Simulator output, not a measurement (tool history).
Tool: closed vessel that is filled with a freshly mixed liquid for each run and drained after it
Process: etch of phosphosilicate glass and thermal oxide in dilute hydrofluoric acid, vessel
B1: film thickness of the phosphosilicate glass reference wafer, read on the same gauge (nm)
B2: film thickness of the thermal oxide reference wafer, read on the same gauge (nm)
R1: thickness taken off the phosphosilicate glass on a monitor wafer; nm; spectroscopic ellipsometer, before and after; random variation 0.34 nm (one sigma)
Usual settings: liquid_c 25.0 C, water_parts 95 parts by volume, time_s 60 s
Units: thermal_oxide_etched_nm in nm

Run 1, hour 0.0: usual settings; B1 50.00; B2 29.989. Result: R1 157.27 nm, thermal_oxide_etched_nm 4.004 nm.
Run 2, hour 11.2: usual settings; B1 50.02; B2 30.014. Result: R1 157.24 nm, thermal_oxide_etched_nm 3.985 nm.
Run 3, hour 24.4: usual settings; B1 50.00; B2 29.994. Result: R1 158.08 nm, thermal_oxide_etched_nm 4.012 nm.
Run 4, hour 41.0: usual settings; B1 50.00; B2 29.993. Result: R1 158.36 nm, thermal_oxide_etched_nm 4.065 nm.
Run 5, hour 51.5: usual settings; B1 50.01; B2 29.989. Result: R1 157.11 nm, thermal_oxide_etched_nm 4.006 nm.
Run 6, hour 61.3: usual settings; B1 50.02; B2 29.999. Result: R1 157.60 nm, thermal_oxide_etched_nm 3.999 nm.
Run 7, hour 71.6: usual settings; B1 50.03; B2 30.020. Result: R1 145.68 nm, thermal_oxide_etched_nm 3.691 nm.
Run 8, hour 78.5: usual settings; B1 49.97; B2 29.986. Result: R1 145.35 nm, thermal_oxide_etched_nm 3.636 nm.
Run 9, hour 88.1: usual settings; B1 49.99; B2 29.982. Result: R1 133.92 nm, thermal_oxide_etched_nm 3.436 nm.
Run 10, hour 97.0: usual settings; B1 50.02; B2 30.039. Result: R1 133.11 nm, thermal_oxide_etched_nm 3.408 nm.
Run 11, hour 107.3: usual settings but liquid_c 28.0 C, water_parts 70 parts by volume; B1 49.99; B2 30.014. Result: R1 211.82 nm, thermal_oxide_etched_nm 5.285 nm.
Run 12, hour 125.2: usual settings but liquid_c 21.0 C, water_parts 145 parts by volume; B1 49.98; B2 29.980. Result: R1 70.89 nm, thermal_oxide_etched_nm 1.796 nm.
Run 13, hour 134.8: usual settings; B1 49.97; B2 29.992. Result: R1 133.72 nm, thermal_oxide_etched_nm 3.381 nm.
Run 14, hour 145.7: usual settings but liquid_c 29.5 C, water_parts 80 parts by volume, time_s 50 s; B1 50.06; B2 29.985. Result: R1 161.59 nm, thermal_oxide_etched_nm 4.083 nm.
Run 15, hour 156.4: usual settings but liquid_c 22.0 C, water_parts 130 parts by volume, time_s 45 s; B1 50.04; B2 29.982. Result: R1 62.72 nm, thermal_oxide_etched_nm 1.595 nm.
Run 16, hour 163.3: usual settings but liquid_c 20.5 C, water_parts 75 parts by volume, time_s 40 s; B1 50.00; B2 30.000. Result: R1 97.42 nm, thermal_oxide_etched_nm 2.462 nm.
Run 17, hour 176.7: usual settings but time_s 80 s; B1 50.01; B2 30.000. Result: R1 180.41 nm, thermal_oxide_etched_nm 4.547 nm.
Run 18, hour 183.2: usual settings; B1 50.00; B2 29.989. Result: R1 134.47 nm, thermal_oxide_etched_nm 3.401 nm.
Run 19, hour 196.4: usual settings but water_parts 55 parts by volume; B1 50.00; B2 29.999. Result: R1 245.92 nm, thermal_oxide_etched_nm 6.176 nm.
Run 20, hour 206.2: usual settings but liquid_c 28.0 C, water_parts 125 parts by volume, time_s 35 s; B1 50.01; B2 29.990. Result: R1 64.64 nm, thermal_oxide_etched_nm 1.639 nm.
Run 21, hour 222.6: usual settings but time_s 90 s; B1 49.97; B2 30.005. Result: R1 202.40 nm, thermal_oxide_etched_nm 5.170 nm.
Run 22, hour 230.5: usual settings but liquid_c 22.5 C; B1 50.01; B2 30.009. Result: R1 122.39 nm, thermal_oxide_etched_nm 3.108 nm.
Run 23, hour 237.0: usual settings but liquid_c 21.5 C, time_s 90 s; B1 49.98; B2 30.014. Result: R1 176.20 nm, thermal_oxide_etched_nm 4.488 nm.
Run 24, hour 249.7: usual settings but time_s 30 s; B1 50.01; B2 29.990. Result: R1 67.61 nm, thermal_oxide_etched_nm 1.717 nm.
Run 25, hour 260.9: usual settings but time_s 80 s; B1 49.99; B2 30.009. Result: R1 181.26 nm, thermal_oxide_etched_nm 4.586 nm.
Run 26, hour 270.9: usual settings; B1 50.01; B2 29.973. Result: R1 135.40 nm, thermal_oxide_etched_nm 3.445 nm.

Not shown: 3 entries that the log had between the listed runs. Between which runs, and how does the tool's hidden state differ before and after?
Between runs 6 and 7: hydrofluoric acid flow meter replaced (hour 71.1)
  liquid hotter than its thermometer reads (K): 2.74 -> 2.75; hydrofluoric acid flow above the setpoint (%): 10.6 -> 2.8
  measured less the result without the state, R1: +31.05 -> +18.80 nm; thermal_oxide_etched_nm: +0.788 -> +0.477 nm
Between runs 8 and 9: thermometer replaced (hour 87.6)
  liquid hotter than its thermometer reads (K): 2.75 -> 0.553; hydrofluoric acid flow above the setpoint (%): 2.83 -> 2.87
  measured less the result without the state, R1: +18.79 -> +6.96 nm; thermal_oxide_etched_nm: +0.470 -> +0.178 nm
Between runs 9 and 10: gauge calibrated (hour 94.9)
  liquid hotter than its thermometer reads (K): 0.553 -> 0.561; hydrofluoric acid flow above the setpoint (%): 2.87 -> 2.91
  measured less the result without the state, R1: +6.96 -> +7.02 nm; thermal_oxide_etched_nm: +0.178 -> +0.180 nm
